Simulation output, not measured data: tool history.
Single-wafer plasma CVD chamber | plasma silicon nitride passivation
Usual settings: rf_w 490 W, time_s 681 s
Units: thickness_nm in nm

| run | hour | rf_w | time_s | read-back reference wafer on the same gauge, thickness_nm | thickness_nm |
|---|---|---|---|---|---|
| 1 | 0.0 | 490 | 681 | 1065.716 | 914.275 |
| 2 | 36.8 | 490 | 681 | 1066.012 | 911.070 |
| 3 | 134.7 | 490 | 681 | 1066.556 | 906.851 |
| 4 | 201.6 | 490 | 614 | 1065.125 | 817.862 |
| 5 | 251.4 | 490 | 681 | 1065.316 | 906.891 |
| 6 | 350.2 | 490 | 681 | 1064.909 | 906.643 |
|  | 377.4 | gauge calibrated |
| 7 | 434.1 | 490 | 681 | 1065.265 | 904.915 |
| 8 | 517.9 | 555 | 681 | 1066.209 | 940.941 |

Forecast run 9:
| 9 | 615.5 | 395 | 726 | ? | ? |

Run 9 gave read-back reference wafer on the same gauge, thickness_nm 1065.901, thickness_nm 894.068 nm.
Without the tool's hidden state the same run would have given thickness_nm 920.243 nm.
